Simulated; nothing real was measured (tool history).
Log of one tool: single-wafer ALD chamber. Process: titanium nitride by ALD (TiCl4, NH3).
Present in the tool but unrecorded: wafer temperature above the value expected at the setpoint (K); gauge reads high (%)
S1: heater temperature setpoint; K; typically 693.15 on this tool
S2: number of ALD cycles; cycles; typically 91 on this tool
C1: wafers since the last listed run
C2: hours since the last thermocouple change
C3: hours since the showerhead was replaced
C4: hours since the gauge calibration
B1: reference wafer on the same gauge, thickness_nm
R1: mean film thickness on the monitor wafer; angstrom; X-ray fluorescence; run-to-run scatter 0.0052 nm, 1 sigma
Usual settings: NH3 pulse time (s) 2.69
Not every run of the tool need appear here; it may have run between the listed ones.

{"run": 1, "day": 0.0, "S1": 693.15, "S2": 91, "NH3 pulse time (s)": 2.69, "C1": 0, "C2": 2274.3, "C3": 5176.2, "C4": 398.7, "B1": 2.46, "R1": 20.84}
{"run": 2, "day": 1.583, "S1": 693.15, "S2": 91, "NH3 pulse time (s)": 2.69, "C1": 136, "C2": 2312.3, "C3": 5214.2, "C4": 436.7, "B1": 2.462, "R1": 20.94}
{"run": 3, "day": 2.696, "S1": 693.15, "S2": 91, "NH3 pulse time (s)": 2.69, "C1": 95, "C2": 2339, "C3": 5240.9, "C4": 463.4, "B1": 2.462, "R1": 20.98}
{"run": 4, "day": 4.542, "S1": 690.15, "S2": 91, "NH3 pulse time (s)": 2.69, "C1": 159, "C2": 2383.3, "C3": 5285.2, "C4": 507.7, "B1": 2.465, "R1": 20.88}
{"run": 5, "day": 5.783, "S1": 690.15, "S2": 91, "NH3 pulse time (s)": 2.69, "C1": 107, "C2": 2413.1, "C3": 5315, "C4": 537.5, "B1": 2.466, "R1": 20.89}
{"run": 6, "day": 8.35, "S1": 690.15, "S2": 91, "NH3 pulse time (s)": 2.69, "C1": 221, "C2": 2474.7, "C3": 5376.6, "C4": 599.1, "B1": 2.468, "R1": 21}
{"run": 7, "day": 9.654, "S1": 693.15, "S2": 91, "NH3 pulse time (s)": 2.69, "C1": 112, "C2": 2506, "C3": 5407.9, "C4": 630.4, "B1": 2.466, "R1": 20.97}
{"run": 8, "day": 10.992, "S1": 693.15, "S2": 91, "NH3 pulse time (s)": 2.69, "C1": 115, "C2": 2538.1, "C3": 5440, "C4": 662.5, "B1": 2.468, "R1": 21.05}
{"run": 9, "day": 12.908, "S1": 693.15, "S2": 83, "NH3 pulse time (s)": 2.69, "C1": 165, "C2": 2584.1, "C3": 5486, "C4": 708.5, "B1": 2.469, "R1": 19.1}
{"run": 10, "day": 15.767, "S1": 693.15, "S2": 83, "NH3 pulse time (s)": 2.69, "C1": 246, "C2": 2652.7, "C3": 5554.6, "C4": 777.1, "B1": 2.469, "R1": 19.1}
{"day": 18.204, "done": "showerhead replaced"}
{"run": 11, "day": 18.225, "S1": 693.15, "S2": 83, "NH3 pulse time (s)": 2.69, "C1": 183, "C2": 2711.7, "C3": 0.5, "C4": 836.1, "B1": 2.471, "R1": 19.13}
{"day": 19.362, "done": "gauge calibrated"}
{"run": 12, "day": 25.121, "S1": 688.15, "S2": 96, "NH3 pulse time (s)": 1.99, "C1": 594, "C2": 2877.2, "C3": 166, "C4": 138.2, "B1": 2.454, "R1": 21.68}
{"run": 13, "day": 27.817, "S1": 707.15, "S2": 75, "NH3 pulse time (s)": 3.26, "C1": 232, "C2": 2941.9, "C3": 230.7, "C4": 202.9, "B1": 2.46, "R1": 17.3}
{"run": 14, "day": 30.021, "S1": 706.15, "S2": 77, "NH3 pulse time (s)": 2.01, "C1": 189, "C2": 2994.8, "C3": 283.6, "C4": 255.8, "B1": 2.466, "R1": 17.39}
{"run": 15, "day": 32.367, "S1": 693.15, "S2": 91, "NH3 pulse time (s)": 2.69, "C1": 202, "C2": 3051.1, "C3": 339.9, "C4": 312.1, "B1": 2.47, "R1": 20.91}
{"day": 34.467, "done": "thermocouple changed; heater temperature recalibrated"}
{"run": 16, "day": 34.488, "S1": 705.15, "S2": 91, "NH3 pulse time (s)": 2.69, "C1": 154, "C2": 0.5, "C3": 390.8, "C4": 363, "B1": 2.471, "R1": 21.08}
{"run": 17, "day": 36.483, "S1": 693.15, "S2": 91, "NH3 pulse time (s)": 2.69, "C1": 172, "C2": 48.4, "C3": 438.7, "C4": 410.9, "B1": 2.474, "R1": 21.04}
{"run": 18, "day": 37.662, "S1": 690.15, "S2": 91, "NH3 pulse time (s)": 2.69, "C1": 101, "C2": 76.7, "C3": 467, "C4": 439.2, "B1": 2.476, "R1": 21}
{"run": 19, "day": 38.988, "S1": 703.15, "S2": 103, "NH3 pulse time (s)": 2.02, "C1": 114, "C2": 108.5, "C3": 498.8, "C4": 471, "B1": 2.476, "R1": 23.47}
{"run": 20, "day": 40.333, "S1": 693.15, "S2": 91, "NH3 pulse time (s)": 2.69, "C1": 115, "C2": 140.8, "C3": 531.1, "C4": 503.3, "B1": 2.477, "R1": 21.11}
{"run": 21, "day": 41.517, "S1": 707.15, "S2": 91, "NH3 pulse time (s)": 3.31, "C1": 101, "C2": 169.2, "C3": 559.5, "C4": 531.7, "B1": 2.477, "R1": 21.17}
{"run": 22, "day": 44.15, "S1": 679.15, "S2": 78, "NH3 pulse time (s)": 3.01, "C1": 226, "C2": 232.4, "C3": 622.7, "C4": 594.9, "B1": 2.479, "R1": 18.08}
{"run": 23, "day": 45.746, "S1": 693.15, "S2": 91, "NH3 pulse time (s)": 2.69, "C1": 137, "C2": 270.7, "C3": 661, "C4": 633.2, "B1": 2.48, "R1": 21.05}

Branching from run 23: 5 alternative next runs. What would each branch give?
{"run": "A", "day": 45.771, "S1": 693.15, "S2": 91, "NH3 pulse time (s)": 2.69, "C1": 2, "C2": 271.3, "C3": 661.6, "C4": 633.8, "B1": "?", "R1": "?"}
{"run": "B", "day": 45.771, "S1": 683.15, "S2": 80, "NH3 pulse time (s)": 3.53, "C1": 2, "C2": 271.3, "C3": 661.6, "C4": 633.8, "B1": "?", "R1": "?"}
{"run": "C", "day": 45.771, "S1": 699.15, "S2": 108, "NH3 pulse time (s)": 2.69, "C1": 2, "C2": 271.3, "C3": 661.6, "C4": 633.8, "B1": "?", "R1": "?"}
{"run": "D", "day": 45.771, "S1": 693.15, "S2": 91, "NH3 pulse time (s)": 3.21, "C1": 2, "C2": 271.3, "C3": 661.6, "C4": 633.8, "B1": "?", "R1": "?"}
{"run": "E", "day": 45.771, "S1": 693.15, "S2": 100, "NH3 pulse time (s)": 2.69, "C1": 2, "C2": 271.3, "C3": 661.6, "C4": 633.8, "B1": "?", "R1": "?"}

run=A B1=2.48 R1=20.94
run=B B1=2.48 R1=18.57
run=C B1=2.48 R1=24.88
run=D B1=2.48 R1=21.08
run=E B1=2.48 R1=23.01
Had the tool no hidden state, the same runs would have come out as:
run=A R1=20.52
run=B R1=18.2
run=C R1=24.38
run=D R1=20.65
run=E R1=22.55
